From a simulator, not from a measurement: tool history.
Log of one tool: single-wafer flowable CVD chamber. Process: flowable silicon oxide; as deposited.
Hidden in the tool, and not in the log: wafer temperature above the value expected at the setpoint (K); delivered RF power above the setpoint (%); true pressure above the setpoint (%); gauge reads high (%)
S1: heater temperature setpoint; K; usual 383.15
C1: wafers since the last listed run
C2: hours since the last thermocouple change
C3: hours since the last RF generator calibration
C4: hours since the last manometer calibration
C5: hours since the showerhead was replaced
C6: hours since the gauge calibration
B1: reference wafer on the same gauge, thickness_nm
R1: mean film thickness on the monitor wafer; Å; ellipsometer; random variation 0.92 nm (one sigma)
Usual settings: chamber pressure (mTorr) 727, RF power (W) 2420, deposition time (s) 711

{"run": 1, "hour": 0.0, "S1": 383.15, "chamber pressure (mTorr)": 727, "RF power (W)": 2420, "deposition time (s)": 711, "C1": 0, "C2": 1910.3, "C3": 1583.1, "C4": 1650.7, "C5": 4707.8, "C6": 1324.8, "B1": 347.958, "R1": 3041.43}
{"run": 2, "hour": 70.6, "S1": 383.15, "chamber pressure (mTorr)": 727, "RF power (W)": 2420, "deposition time (s)": 711, "C1": 259, "C2": 1980.9, "C3": 1653.7, "C4": 1721.3, "C5": 4778.4, "C6": 1395.4, "B1": 348.372, "R1": 3017.84}
{"hour": 120.6, "done": "thermocouple changed; heater temperature recalibrated"}
{"run": 3, "hour": 127.1, "S1": 383.15, "chamber pressure (mTorr)": 727, "RF power (W)": 2420, "deposition time (s)": 711, "C1": 178, "C2": 6.5, "C3": 1710.2, "C4": 1777.8, "C5": 4834.9, "C6": 1451.9, "B1": 347.895, "R1": 2988.31}
{"run": 4, "hour": 173.0, "S1": 395.15, "chamber pressure (mTorr)": 727, "RF power (W)": 2185, "deposition time (s)": 711, "C1": 168, "C2": 52.4, "C3": 1756.1, "C4": 1823.7, "C5": 4880.8, "C6": 1497.8, "B1": 348.26, "R1": 2140.93}
{"run": 5, "hour": 205.1, "S1": 395.15, "chamber pressure (mTorr)": 727, "RF power (W)": 2185, "deposition time (s)": 711, "C1": 117, "C2": 84.5, "C3": 1788.2, "C4": 1855.8, "C5": 4912.9, "C6": 1529.9, "B1": 347.595, "R1": 2155.55}
{"run": 6, "hour": 262.4, "S1": 383.15, "chamber pressure (mTorr)": 621, "RF power (W)": 2420, "deposition time (s)": 711, "C1": 210, "C2": 141.8, "C3": 1845.5, "C4": 1913.1, "C5": 4970.2, "C6": 1587.2, "B1": 348.397, "R1": 2679.07}
{"run": 7, "hour": 317.5, "S1": 383.15, "chamber pressure (mTorr)": 621, "RF power (W)": 2420, "deposition time (s)": 711, "C1": 202, "C2": 196.9, "C3": 1900.6, "C4": 1968.2, "C5": 5025.3, "C6": 1642.3, "B1": 347.912, "R1": 2668.54}
{"run": 8, "hour": 359.7, "S1": 383.15, "chamber pressure (mTorr)": 791, "RF power (W)": 2205, "deposition time (s)": 766, "C1": 155, "C2": 239.1, "C3": 1942.8, "C4": 2010.4, "C5": 5067.5, "C6": 1684.5, "B1": 348.384, "R1": 3418.68}
{"run": 9, "hour": 397.2, "S1": 383.15, "chamber pressure (mTorr)": 727, "RF power (W)": 2170, "deposition time (s)": 711, "C1": 137, "C2": 276.6, "C3": 1980.3, "C4": 2047.9, "C5": 5105.0, "C6": 1722.0, "B1": 348.115, "R1": 2959.27}
{"hour": 441.1, "done": "showerhead replaced"}
{"run": 10, "hour": 441.6, "S1": 378.15, "chamber pressure (mTorr)": 727, "RF power (W)": 2420, "deposition time (s)": 711, "C1": 133, "C2": 321.0, "C3": 2024.7, "C4": 2092.3, "C5": 0.5, "C6": 1766.4, "B1": 348.329, "R1": 3482.5}
{"run": 11, "hour": 493.1, "S1": 395.15, "chamber pressure (mTorr)": 727, "RF power (W)": 2220, "deposition time (s)": 711, "C1": 189, "C2": 372.5, "C3": 2076.2, "C4": 2143.8, "C5": 52.0, "C6": 1817.9, "B1": 347.445, "R1": 2146.92}
{"run": 12, "hour": 536.5, "S1": 383.15, "chamber pressure (mTorr)": 727, "RF power (W)": 2420, "deposition time (s)": 623, "C1": 159, "C2": 415.9, "C3": 2119.6, "C4": 2187.2, "C5": 95.4, "C6": 1861.3, "B1": 348.199, "R1": 2626.86}
{"run": 13, "hour": 606.5, "S1": 383.15, "chamber pressure (mTorr)": 781, "RF power (W)": 2420, "deposition time (s)": 711, "C1": 257, "C2": 485.9, "C3": 2189.6, "C4": 2257.2, "C5": 165.4, "C6": 1931.3, "B1": 348.364, "R1": 3164.92}
{"run": 14, "hour": 634.7, "S1": 377.15, "chamber pressure (mTorr)": 885, "RF power (W)": 2420, "deposition time (s)": 852, "C1": 103, "C2": 514.1, "C3": 2217.8, "C4": 2285.4, "C5": 193.6, "C6": 1959.5, "B1": 347.643, "R1": 4975.94}
{"run": 15, "hour": 659.0, "S1": 394.15, "chamber pressure (mTorr)": 821, "RF power (W)": 2420, "deposition time (s)": 711, "C1": 89, "C2": 538.4, "C3": 2242.1, "C4": 2309.7, "C5": 217.9, "C6": 1983.8, "B1": 347.681, "R1": 2435.6}
{"run": 16, "hour": 710.5, "S1": 397.15, "chamber pressure (mTorr)": 882, "RF power (W)": 2650, "deposition time (s)": 595, "C1": 189, "C2": 589.9, "C3": 2293.6, "C4": 2361.2, "C5": 269.4, "C6": 2035.3, "B1": 348.488, "R1": 2036.78}
{"hour": 727.7, "done": "RF generator calibrated"}
{"hour": 734.6, "done": "gauge calibrated"}
{"run": 17, "hour": 746.7, "S1": 383.15, "chamber pressure (mTorr)": 727, "RF power (W)": 2420, "deposition time (s)": 711, "C1": 103, "C2": 626.1, "C3": 19.0, "C4": 2397.4, "C5": 305.6, "C6": 12.1, "B1": 347.978, "R1": 3000.25}
{"run": 18, "hour": 791.1, "S1": 374.15, "chamber pressure (mTorr)": 675, "RF power (W)": 2030, "deposition time (s)": 762, "C1": 163, "C2": 670.5, "C3": 63.4, "C4": 2441.8, "C5": 350.0, "C6": 56.5, "B1": 347.915, "R1": 3888.71}
{"run": 19, "hour": 823.6, "S1": 371.15, "chamber pressure (mTorr)": 727, "RF power (W)": 2420, "deposition time (s)": 711, "C1": 119, "C2": 703.0, "C3": 95.9, "C4": 2474.3, "C5": 382.5, "C6": 89.0, "B1": 347.775, "R1": 4259.49}
{"hour": 838.0, "done": "capacitance manometer re-zeroed and calibrated"}
{"run": 20, "hour": 871.6, "S1": 369.15, "chamber pressure (mTorr)": 552, "RF power (W)": 2235, "deposition time (s)": 711, "C1": 146, "C2": 751.0, "C3": 143.9, "C4": 33.6, "C5": 430.5, "C6": 137.0, "B1": 347.828, "R1": 3717.8}
{"run": 21, "hour": 914.6, "S1": 383.15, "chamber pressure (mTorr)": 727, "RF power (W)": 2420, "deposition time (s)": 711, "C1": 157, "C2": 794.0, "C3": 186.9, "C4": 76.6, "C5": 473.5, "C6": 180.0, "B1": 347.535, "R1": 3001.27}
{"run": 22, "hour": 1106.5, "S1": 394.15, "chamber pressure (mTorr)": 824, "RF power (W)": 2610, "deposition time (s)": 853, "C1": 704, "C2": 985.9, "C3": 378.8, "C4": 268.5, "C5": 665.4, "C6": 371.9, "B1": 347.724, "R1": 2948.43}
{"run": 23, "hour": 1175.0, "S1": 383.15, "chamber pressure (mTorr)": 727, "RF power (W)": 2420, "deposition time (s)": 711, "C1": 251, "C2": 1054.4, "C3": 447.3, "C4": 337.0, "C5": 733.9, "C6": 440.4, "B1": 347.858, "R1": 3007.31}
{"run": 24, "hour": 1244.4, "S1": 383.15, "chamber pressure (mTorr)": 855, "RF power (W)": 2050, "deposition time (s)": 711, "C1": 254, "C2": 1123.8, "C3": 516.7, "C4": 406.4, "C5": 803.3, "C6": 509.8, "B1": 347.613, "R1": 3352.21}
{"run": 25, "hour": 1281.5, "S1": 383.15, "chamber pressure (mTorr)": 876, "RF power (W)": 1965, "deposition time (s)": 797, "C1": 136, "C2": 1160.9, "C3": 553.8, "C4": 443.5, "C5": 840.4, "C6": 546.9, "B1": 348.03, "R1": 3792.5}
{"run": 26, "hour": 1319.0, "S1": 383.15, "chamber pressure (mTorr)": 626, "RF power (W)": 2230, "deposition time (s)": 711, "C1": 137, "C2": 1198.4, "C3": 591.3, "C4": 481.0, "C5": 877.9, "C6": 584.4, "B1": 347.845, "R1": 2688.3}
{"run": 27, "hour": 1372.2, "S1": 377.15, "chamber pressure (mTorr)": 727, "RF power (W)": 2420, "deposition time (s)": 711, "C1": 195, "C2": 1251.6, "C3": 644.5, "C4": 534.2, "C5": 931.1, "C6": 637.6, "B1": 347.733, "R1": 3565.45}

Forecast each of these 5 alternatives for the next run:
{"run": "A", "hour": 1372.8, "S1": 383.15, "chamber pressure (mTorr)": 727, "RF power (W)": 2420, "deposition time (s)": 711, "C1": 2, "C2": 1252.2, "C3": 645.1, "C4": 534.8, "C5": 931.7, "C6": 638.2, "B1": "?", "R1": "?"}
{"run": "B", "hour": 1372.8, "S1": 378.15, "chamber pressure (mTorr)": 562, "RF power (W)": 2420, "deposition time (s)": 711, "C1": 2, "C2": 1252.2, "C3": 645.1, "C4": 534.8, "C5": 931.7, "C6": 638.2, "B1": "?", "R1": "?"}
{"run": "C", "hour": 1372.8, "S1": 390.15, "chamber pressure (mTorr)": 907, "RF power (W)": 2420, "deposition time (s)": 585, "C1": 2, "C2": 1252.2, "C3": 645.1, "C4": 534.8, "C5": 931.7, "C6": 638.2, "B1": "?", "R1": "?"}
{"run": "D", "hour": 1372.8, "S1": 383.15, "chamber pressure (mTorr)": 727, "RF power (W)": 2185, "deposition time (s)": 711, "C1": 2, "C2": 1252.2, "C3": 645.1, "C4": 534.8, "C5": 931.7, "C6": 638.2, "B1": "?", "R1": "?"}
{"run": "E", "hour": 1372.8, "S1": 392.15, "chamber pressure (mTorr)": 855, "RF power (W)": 2420, "deposition time (s)": 711, "C1": 2, "C2": 1252.2, "C3": 645.1, "C4": 534.8, "C5": 931.7, "C6": 638.2, "B1": "?", "R1": "?"}

run=A B1=348.037 R1=3007.86
run=B B1=348.037 R1=2897.16
run=C B1=348.037 R1=2414.30
run=D B1=348.037 R1=2976.67
run=E B1=348.037 R1=2657.68
Without the tool's hidden state the same runs would have given:
run=A R1=2994.49
run=B R1=2883.98
run=C R1=2404.16
run=D R1=2963.44
run=E R1=2646.63

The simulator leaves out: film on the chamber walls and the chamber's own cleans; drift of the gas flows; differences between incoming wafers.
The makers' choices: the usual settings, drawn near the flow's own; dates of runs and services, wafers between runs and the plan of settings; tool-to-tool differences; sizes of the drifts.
